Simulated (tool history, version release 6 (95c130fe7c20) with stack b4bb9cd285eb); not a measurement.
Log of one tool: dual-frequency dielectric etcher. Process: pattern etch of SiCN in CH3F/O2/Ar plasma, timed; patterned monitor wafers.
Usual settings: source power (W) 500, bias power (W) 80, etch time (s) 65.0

run,day,source power (W),bias power (W),etch time (s),wafers since the last listed run,hours since the last wet clean,hours since the last source power generator calibration,hours since the last bias power generator calibration,hours since the last upper electrode change,hours since the gauge calibration,"read-back reference wafer on the same gauge, depth_nm",mean etch depth across the wafer (Å)
1,0.000,500,80,56.5,0,448.8,697.9,1268.0,3566.2,611.2,32.52,277.1
2,4.062,570,80,65.0,1179,546.3,795.4,1365.5,3663.7,708.7,32.54,338.4
# day 6.275: wet clean of the chamber
3,6.562,570,80,65.0,435,6.9,855.4,1425.5,3723.7,768.7,32.48,338.6
4,10.962,570,80,65.0,1277,112.5,961.0,1531.1,3829.3,874.3,32.50,337.4
5,14.567,500,85,65.0,1046,199.0,1047.5,1617.6,3915.8,960.8,32.51,326.2
6,16.562,500,85,65.0,579,246.9,1095.4,1665.5,3963.7,1008.7,32.53,325.8
7,20.550,500,85,65.0,1158,342.6,1191.1,1761.2,4059.4,1104.4,32.45,326.2
8,22.483,500,80,65.0,561,389.0,1237.5,1807.6,4105.8,1150.8,32.51,321.0
9,25.838,500,80,65.0,974,469.5,1318.0,1888.1,4186.3,1231.3,32.51,318.7
# day 29.862: wet clean of the chamber
10,29.962,500,69,65.0,907,2.4,1417.0,1987.1,4285.3,1330.3,32.51,308.9
11,32.192,500,69,65.0,647,55.9,1470.5,2040.6,4338.8,1383.8,32.53,308.3
# day 33.808: bias power generator calibrated
12,34.638,500,80,65.0,661,114.6,1529.2,19.9,4397.5,1442.5,32.53,318.6
13,36.288,500,67,65.0,479,154.2,1568.8,59.5,4437.1,1482.1,32.50,305.1
14,39.521,500,80,65.0,939,231.8,1646.4,137.1,4514.7,1559.7,32.51,319.5
# day 42.675: gauge calibrated
15,43.058,500,80,65.0,1027,316.7,1731.3,222.0,4599.6,9.2,32.54,321.3
# day 44.917: source power generator calibrated
16,45.825,500,80,77.5,755,383.1,21.8,288.4,4666.0,75.6,32.51,387.3
17,49.562,500,80,65.0,1085,472.8,111.5,378.1,4755.7,165.3,32.51,323.4
# day 51.450: wet clean of the chamber
18,53.371,420,80,65.0,815,46.1,202.9,469.5,4847.1,256.7,32.52,303.5
19,57.171,410,62,55.0,1103,137.3,294.1,560.7,4938.3,347.9,32.47,236.7
20,59.258,500,80,47.5,606,187.4,344.2,610.8,4988.4,398.0,32.52,237.2
# day 62.233: upper electrode replaced
21,62.254,610,62,53.0,579,259.3,416.1,682.7,0.5,469.9,32.49,263.3
22,69.292,430,80,65.0,2044,428.2,585.0,851.6,169.4,638.8,32.47,304.2
# day 72.171: wet clean of the chamber
23,73.246,550,93,46.0,858,25.8,679.9,946.5,264.3,733.7,32.50,245.1
24,77.296,500,80,65.0,1176,123.0,777.1,1043.7,361.5,830.9,32.49,320.9
25,79.746,410,88,58.0,711,181.8,835.9,1102.5,420.3,889.7,32.51,274.1

Hidden state at the last listed run before each entry between runs and at the first one after, where it differs:
Between runs 2 and 3: wet clean of the chamber (day 6.275)
  source power that arrives over what is set, %: -3.58 -> -3.7
  measured less the result without the state, mean etch depth across the wafer (Å): -4.6 -> -4.8
Between runs 9 and 10: wet clean of the chamber (day 29.862)
  source power that arrives over what is set, %: -4.3 -> -4.37
  measured less the result without the state, mean etch depth across the wafer (Å): -5.3 -> -5.2
Between runs 11 and 12: bias power generator calibrated (day 33.808)
  source power that arrives over what is set, %: -4.4 -> -4.44
  measured less the result without the state, mean etch depth across the wafer (Å): -5.2 -> -5.4
Between runs 14 and 15: gauge calibrated (day 42.675)
  source power that arrives over what is set, %: -4.49 -> -4.53
  measured less the result without the state, mean etch depth across the wafer (Å): -5.5 -> -5.6
Between runs 15 and 16: source power generator calibrated (day 44.917)
  source power that arrives over what is set, %: -4.53 -> -0.17
  measured less the result without the state, mean etch depth across the wafer (Å): -5.6 -> -0.3
Between runs 17 and 18: wet clean of the chamber (day 51.450)
  source power that arrives over what is set, %: -0.971 -> -1.66
  measured less the result without the state, mean etch depth across the wafer (Å): -1.1 -> -1.9
Between runs 20 and 21: upper electrode replaced (day 62.233)
  source power that arrives over what is set, %: -2.51 -> -2.86
  measured less the result without the state, mean etch depth across the wafer (Å): -2.2 -> -2.9
Between runs 22 and 23: wet clean of the chamber (day 72.171)
  source power that arrives over what is set, %: -3.51 -> -3.8
  measured less the result without the state, mean etch depth across the wafer (Å): -4.0 -> -3.5

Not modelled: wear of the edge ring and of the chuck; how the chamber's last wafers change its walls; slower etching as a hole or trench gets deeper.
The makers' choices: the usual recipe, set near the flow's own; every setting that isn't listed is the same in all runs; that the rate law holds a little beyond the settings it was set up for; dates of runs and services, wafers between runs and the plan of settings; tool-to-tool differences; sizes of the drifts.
